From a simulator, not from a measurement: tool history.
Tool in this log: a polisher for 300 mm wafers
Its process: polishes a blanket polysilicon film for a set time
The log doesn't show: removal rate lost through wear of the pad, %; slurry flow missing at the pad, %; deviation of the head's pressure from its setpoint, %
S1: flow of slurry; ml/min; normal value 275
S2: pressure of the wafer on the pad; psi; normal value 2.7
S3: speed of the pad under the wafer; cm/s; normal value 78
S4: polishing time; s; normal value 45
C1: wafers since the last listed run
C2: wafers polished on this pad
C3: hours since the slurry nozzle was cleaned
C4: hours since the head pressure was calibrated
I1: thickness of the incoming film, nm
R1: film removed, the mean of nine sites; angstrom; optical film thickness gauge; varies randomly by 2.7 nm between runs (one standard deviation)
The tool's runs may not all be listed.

run,hour,S1,S2,S3,S4,C1,C2,C3,C4,I1,R1
1,0,275,2.7,78,45,0,24,264.1,901.5,2265.1,2899
2,10.2,275,2.7,70,45,147,172,274.3,911.7,2279.9,2645
3,24.8,275,2.7,70,45,211,383,288.9,926.3,2308.4,2557
4,35.5,275,2.7,78,37,154,537,299.6,937,2284.6,2342
5,43.2,330,2.7,78,45,111,649,307.3,944.7,2287.8,2837
# hour 48.4: worn pad replaced by a new one
6,57.9,235,2.7,78,45,154,137,322,959.4,2315.7,2904
7,67.2,220,2.7,78,56,134,272,331.3,968.7,2258.1,3512
8,79.4,220,2.7,78,56,176,448,343.5,980.9,2283.2,3506
9,94.4,220,2.7,78,56,216,665,358.5,995.9,2289.7,3485
10,105.8,275,2.7,78,45,164,830,369.9,1007.3,2340.2,2748
# hour 112.6: worn pad replaced by a new one
11,116.8,275,2.7,78,45,101,60,380.9,1018.3,2276.6,2915
12,130.6,320,1.9,78,45,199,259,394.7,1032.1,2290.7,2326
13,145.3,190,2.7,78,45,212,472,409.4,1046.8,2302.6,2818
# hour 150.5: slurry nozzle cleaned
14,154.5,275,2.7,78,58,118,590,4,1056,2272.7,3686
# hour 175: worn pad replaced by a new one
15,175.5,275,3,70,60,245,7,25,1077,2294.2,3810
16,182.6,220,2.7,78,56,102,109,32.1,1084.1,2312.4,3560
17,191.3,185,2.4,92,31,125,235,40.8,1092.8,2263.9,2115
18,207.5,275,2.7,78,45,234,469,57,1109,2259.2,2888
# hour 218.8: head pressure recalibrated
# hour 225.1: worn pad replaced by a new one
19,225.6,275,2.7,78,45,174,7,75.1,6.8,2307.5,2922
20,240.2,330,2.7,78,45,211,218,89.7,21.4,2284.1,2906
21,247.2,200,2.7,60,45,101,319,96.7,28.4,2287.2,2199
22,264.9,275,2.7,78,45,255,575,114.4,46.1,2260.5,2846
# hour 276.7: worn pad replaced by a new one
23,281.4,275,2.4,78,51,180,67,130.9,62.6,2291.2,3053

Difference, measured minus no-hidden-state, one row per run. Run-to-run variation is common to both terms; the gauge's own scatter need not be:
run,R1
1,-16
2,-21
3,-42
4,-62
5,-104
6,-15
7,-31
8,-63
9,-126
10,-152
11,-7
12,-17
13,-53
14,-107
15,-21
16,-24
17,-20
18,-63
19,-5
20,-15
21,-20
22,-73
23,-8

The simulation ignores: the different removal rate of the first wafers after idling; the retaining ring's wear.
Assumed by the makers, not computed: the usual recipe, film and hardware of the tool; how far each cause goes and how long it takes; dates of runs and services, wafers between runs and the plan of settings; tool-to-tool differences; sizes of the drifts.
